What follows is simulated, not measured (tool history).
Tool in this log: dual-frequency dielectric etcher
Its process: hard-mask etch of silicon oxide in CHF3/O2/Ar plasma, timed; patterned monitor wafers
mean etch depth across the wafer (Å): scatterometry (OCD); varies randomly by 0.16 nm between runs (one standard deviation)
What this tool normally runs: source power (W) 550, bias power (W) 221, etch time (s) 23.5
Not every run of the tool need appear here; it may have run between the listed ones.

run,hour,source power (W),bias power (W),etch time (s),"read-back reference wafer on the same gauge, depth_nm",mean etch depth across the wafer (Å)
1,0.0,600,221,23.5,57.97,513.7
2,85.6,550,221,26.5,58.02,550.3
3,155.3,550,221,26.5,58.00,552.8
4,252.8,550,221,26.5,57.98,551.1
5,346.8,550,221,23.5,58.02,492.1
# hour 592.0: wet clean of the chamber
6,662.6,460,221,23.5,58.06,439.0
7,737.0,460,221,23.5,58.12,440.0
8,793.3,460,193,23.5,58.16,427.9
9,868.9,440,221,23.5,58.17,425.5
10,920.9,690,207,21.5,58.13,505.5
11,993.0,550,235,21.0,58.15,448.0
12,1095.5,550,221,21.5,58.09,450.8
13,1176.3,680,192,30.0,58.20,690.4
# hour 1281.3: wet clean of the chamber
14,1331.3,550,221,17.0,58.22,355.8
15,1397.2,450,221,29.0,58.16,535.6
16,1478.6,470,238,25.5,58.22,495.6
# hour 1529.7: gauge calibrated
# hour 1553.0: upper electrode replaced
17,1559.6,550,221,23.5,57.00,480.1
# hour 1656.0: source power generator calibrated
18,1658.2,510,221,23.5,57.08,460.8
19,1737.9,590,173,19.0,57.23,388.1
20,1823.1,430,221,27.5,57.35,485.1
21,1883.6,420,188,23.5,57.38,393.7
# hour 1983.1: wet clean of the chamber
22,1986.8,490,239,29.5,57.46,574.9
23,2072.2,620,254,17.5,57.51,400.8
24,2123.3,550,256,23.5,57.57,503.7
25,2172.5,650,221,26.5,57.70,603.0
26,2248.0,550,221,26.5,57.69,548.9
27,2293.0,550,221,23.5,57.72,485.6
28,2384.6,430,221,23.5,57.76,416.4
29,2429.4,550,221,23.5,57.84,487.8
30,2478.2,680,245,20.0,57.80,480.2
31,2575.3,550,167,26.0,57.83,512.6

Alternative continuations, all from the tool just after run 31; predict every row:
A,2575.7,630,221,23.5,?,?
B,2575.7,640,275,29.5,?,?
C,2575.7,670,221,23.5,?,?

run,"read-back reference wafer on the same gauge, depth_nm",mean etch depth across the wafer (Å)
A,57.90,525.4
B,57.90,697.6
C,57.90,543.5
Stripped of hidden state, with their random variation kept, the same runs would have yielded:
run,mean etch depth across the wafer (Å)
A,515.9
B,684.8
C,533.6
